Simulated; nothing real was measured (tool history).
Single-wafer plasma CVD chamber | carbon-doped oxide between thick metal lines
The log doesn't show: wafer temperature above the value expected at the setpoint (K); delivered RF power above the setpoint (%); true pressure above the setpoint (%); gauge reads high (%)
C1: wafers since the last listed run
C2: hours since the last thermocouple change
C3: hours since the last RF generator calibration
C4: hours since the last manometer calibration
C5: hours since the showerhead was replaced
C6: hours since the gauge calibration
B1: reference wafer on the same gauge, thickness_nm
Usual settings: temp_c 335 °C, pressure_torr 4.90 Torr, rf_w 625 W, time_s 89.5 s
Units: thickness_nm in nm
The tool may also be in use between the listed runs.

{"run": 1, "hour": 0.0, "temp_c": 332, "pressure_torr": 4.9, "rf_w": 625, "time_s": 89.5, "C1": 0, "C2": 1636.0, "C3": 1155.1, "C4": 549.9, "C5": 4582.0, "C6": 549.9, "B1": 529.953, "thickness_nm": 537.418}
{"run": 2, "hour": 25.4, "temp_c": 343, "pressure_torr": 4.9, "rf_w": 625, "time_s": 89.5, "C1": 356, "C2": 1661.4, "C3": 1180.5, "C4": 575.3, "C5": 4607.4, "C6": 575.3, "B1": 529.974, "thickness_nm": 517.969}
{"run": 3, "hour": 90.9, "temp_c": 335, "pressure_torr": 4.9, "rf_w": 625, "time_s": 89.5, "C1": 919, "C2": 1726.9, "C3": 1246.0, "C4": 640.8, "C5": 4672.9, "C6": 640.8, "B1": 530.182, "thickness_nm": 530.682}
{"run": 4, "hour": 124.2, "temp_c": 335, "pressure_torr": 4.9, "rf_w": 625, "time_s": 89.5, "C1": 467, "C2": 1760.2, "C3": 1279.3, "C4": 674.1, "C5": 4706.2, "C6": 674.1, "B1": 530.036, "thickness_nm": 531.651}
{"run": 5, "hour": 165.8, "temp_c": 335, "pressure_torr": 4.9, "rf_w": 625, "time_s": 89.5, "C1": 583, "C2": 1801.8, "C3": 1320.9, "C4": 715.7, "C5": 4747.8, "C6": 715.7, "B1": 530.057, "thickness_nm": 529.825}
{"run": 6, "hour": 222.4, "temp_c": 335, "pressure_torr": 4.07, "rf_w": 625, "time_s": 101.7, "C1": 794, "C2": 1858.4, "C3": 1377.5, "C4": 772.3, "C5": 4804.4, "C6": 772.3, "B1": 530.144, "thickness_nm": 592.287}
{"run": 7, "hour": 256.0, "temp_c": 335, "pressure_torr": 5.47, "rf_w": 625, "time_s": 89.5, "C1": 471, "C2": 1892.0, "C3": 1411.1, "C4": 805.9, "C5": 4838.0, "C6": 805.9, "B1": 530.259, "thickness_nm": 538.925}
{"run": 8, "hour": 319.8, "temp_c": 335, "pressure_torr": 5.27, "rf_w": 570, "time_s": 89.5, "C1": 895, "C2": 1955.8, "C3": 1474.9, "C4": 869.7, "C5": 4901.8, "C6": 869.7, "B1": 529.478, "thickness_nm": 512.866}
{"hour": 324.9, "done": "gauge calibrated"}
{"run": 9, "hour": 353.8, "temp_c": 335, "pressure_torr": 5.27, "rf_w": 570, "time_s": 89.5, "C1": 477, "C2": 1989.8, "C3": 1508.9, "C4": 903.7, "C5": 4935.8, "C6": 28.9, "B1": 530.366, "thickness_nm": 511.249}
{"run": 10, "hour": 394.7, "temp_c": 335, "pressure_torr": 4.9, "rf_w": 625, "time_s": 89.5, "C1": 574, "C2": 2030.7, "C3": 1549.8, "C4": 944.6, "C5": 4976.7, "C6": 69.8, "B1": 529.855, "thickness_nm": 526.3}
{"run": 11, "hour": 442.9, "temp_c": 320, "pressure_torr": 5.7, "rf_w": 705, "time_s": 74.4, "C1": 676, "C2": 2078.9, "C3": 1598.0, "C4": 992.8, "C5": 5024.9, "C6": 118.0, "B1": 529.973, "thickness_nm": 500.875}
{"hour": 506.9, "done": "RF generator calibrated"}
{"run": 12, "hour": 507.4, "temp_c": 348, "pressure_torr": 5.96, "rf_w": 570, "time_s": 76.7, "C1": 793, "C2": 2143.4, "C3": 0.5, "C4": 1057.3, "C5": 5089.4, "C6": 182.5, "B1": 530.171, "thickness_nm": 419.56}

Forecast run 13:
{"run": 13, "hour": 549.7, "temp_c": 335, "pressure_torr": 5.33, "rf_w": 625, "time_s": 89.5, "C1": 593, "C2": 2185.7, "C3": 42.8, "C4": 1099.6, "C5": 5131.7, "C6": 224.8, "B1": "?", "thickness_nm": "?"}

{"run 13": {"B1": 529.925, "thickness_nm": 523.732}}
Without the tool's hidden state the same run would have given thickness_nm 545.413 nm.
